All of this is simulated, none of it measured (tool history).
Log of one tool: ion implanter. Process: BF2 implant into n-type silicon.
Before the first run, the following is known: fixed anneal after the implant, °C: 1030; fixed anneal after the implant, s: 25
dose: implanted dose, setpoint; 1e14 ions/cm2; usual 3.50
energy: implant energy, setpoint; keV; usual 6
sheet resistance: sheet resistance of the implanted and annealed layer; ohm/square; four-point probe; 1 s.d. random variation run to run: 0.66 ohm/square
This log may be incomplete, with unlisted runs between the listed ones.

| run | hour | dose | energy | read-back reference wafer on the same gauge, sheet resistance | sheet resistance |
|---|---|---|---|---|---|
| 1 | 0.0 | 3.50 | 6 | 495.10 | 440.02 |
| 2 | 7.9 | 3.50 | 6 | 495.22 | 439.57 |
| 3 | 23.1 | 3.50 | 5 | 495.47 | 465.95 |
| 4 | 35.7 | 2.82 | 6 | 495.69 | 512.76 |
| 5 | 47.3 | 3.50 | 6 | 496.19 | 442.51 |
|  | 81.6 | Faraday cup replaced and dose calibrated |
|  | 88.0 | extraction supply calibrated |
| 6 | 98.4 | 3.50 | 6 | 497.55 | 443.01 |
| 7 | 115.9 | 3.50 | 6 | 498.09 | 443.22 |
| 8 | 122.1 | 3.50 | 6 | 498.39 | 443.75 |
| 9 | 136.8 | 2.75 | 6 | 498.98 | 524.03 |
| 10 | 143.3 | 3.19 | 6 | 498.99 | 472.25 |
|  | 153.2 | gauge calibrated |
| 11 | 161.2 | 3.96 | 6 | 494.30 | 405.34 |
| 12 | 174.2 | 3.50 | 7 | 494.30 | 423.88 |
| 13 | 180.9 | 4.53 | 7 | 494.24 | 359.04 |
| 14 | 191.1 | 4.42 | 7 | 494.43 | 362.94 |
| 15 | 205.9 | 3.50 | 6 | 494.56 | 439.42 |
| 16 | 219.4 | 3.50 | 6 | 494.62 | 441.02 |

Forecast each of these 4 alternatives for the next run:
| A | 219.8 | 3.50 | 6 | ? | ? |
| B | 219.8 | 4.22 | 5 | ? | ? |
| C | 219.8 | 2.97 | 8 | ? | ? |
| D | 219.8 | 4.35 | 4 | ? | ? |

| run | read-back reference wafer on the same gauge, sheet resistance | sheet resistance |
|---|---|---|
| A | 494.47 | 439.75 |
| B | 494.47 | 413.66 |
| C | 494.47 | 462.21 |
| D | 494.47 | 438.57 |
Stripped of hidden state, with their random variation kept, the same runs would have yielded:
| run | sheet resistance |
|---|---|
| A | 439.19 |
| B | 413.14 |
| C | 461.62 |
| D | 438.01 |
